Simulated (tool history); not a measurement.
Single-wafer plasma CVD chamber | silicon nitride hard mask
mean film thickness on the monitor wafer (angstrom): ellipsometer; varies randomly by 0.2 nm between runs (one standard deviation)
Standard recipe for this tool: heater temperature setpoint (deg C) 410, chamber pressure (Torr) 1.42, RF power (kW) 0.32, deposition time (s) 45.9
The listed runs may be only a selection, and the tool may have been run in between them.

run	hour	heater temperature setpoint (deg C)	chamber pressure (Torr)	RF power (kW)	deposition time (s)	wafers since the last listed run	hours since the last thermocouple change	hours since the last RF generator calibration	hours since the last manometer calibration	hours since the showerhead was replaced	hours since the gauge calibration	read-back reference wafer on the same gauge, thickness_nm	mean film thickness on the monitor wafer (angstrom)
1	0	410	1.42	0.32	45.9	0	872.9	1342.9	1432	2438.9	68.3	50.459	473.26
2	99.7	406	1.42	0.32	45.9	1763	972.6	1442.6	1531.7	2538.6	168	50.546	469.95
3	154.2	406	1.42	0.32	45.9	963	1027.1	1497.1	1586.2	2593.1	222.5	50.495	476.03
4	219.6	410	1.42	0.32	45.9	1156	1092.5	1562.5	1651.6	2658.5	287.9	50.458	472.09
5	270.5	410	1.42	0.32	45.9	900	1143.4	1613.4	1702.5	2709.4	338.8	50.467	474.19
6	348	410	1.42	0.32	45.9	1370	1220.9	1690.9	1780	2786.9	416.3	50.514	468.41
# hour 407: thermocouple changed; heater temperature recalibrated
7	437.8	410	1.42	0.32	45.9	1446	30.8	1780.7	1869.8	2876.7	506.1	50.466	465.36
# hour 448.9: capacitance manometer re-zeroed and calibrated
# hour 527.3: RF generator calibrated
8	527.8	410	1.42	0.32	45.9	1308	120.8	0.5	78.9	2966.7	596.1	50.478	507.36
9	604.8	410	1.42	0.32	45.9	1361	197.8	77.5	155.9	3043.7	673.1	50.445	505.05
10	669.2	410	1.42	0.28	45.9	1138	262.2	141.9	220.3	3108.1	737.5	50.518	448.67
11	765.8	420	1.77	0.365	40.9	1708	358.8	238.5	316.9	3204.7	834.1	50.541	523.38
# hour 850: gauge calibrated
12	868.2	410	1.42	0.32	45.9	1810	461.2	340.9	419.3	3307.1	18.2	50.472	495.02
# hour 910.6: showerhead replaced
13	920.6	421	1.15	0.32	52	785	513.6	393.3	471.7	10	70.6	50.504	510.9
14	960.3	410	1.42	0.32	38	702	553.3	433	511.4	49.7	110.3	50.501	409.36
15	1048.8	410	1.07	0.32	45.9	1564	641.8	521.5	599.9	138.2	198.8	50.467	434.17
16	1151.4	410	1.42	0.32	45.9	1814	744.4	624.1	702.5	240.8	301.4	50.514	489.37
17	1218.4	410	1.18	0.29	51.9	1184	811.4	691.1	769.5	307.8	368.4	50.507	471.67

Each run again, without the hidden state but with its own random variation kept:
Unlogged tool condition in this case: wafer temperature above the value expected at the setpoint (K); delivered RF power above the setpoint (%); true pressure above the setpoint (%); gauge reads high (%).
run	mean film thickness on the monitor wafer (angstrom)
1	507.76
2	505.69
3	513.02
4	509.69
5	512.66
6	507.44
7	505.29
8	508.8
9	509.81
10	455.6
11	534.18
12	509.17
13	527.62
14	423.38
15	451.72
16	511.2
17	495.69
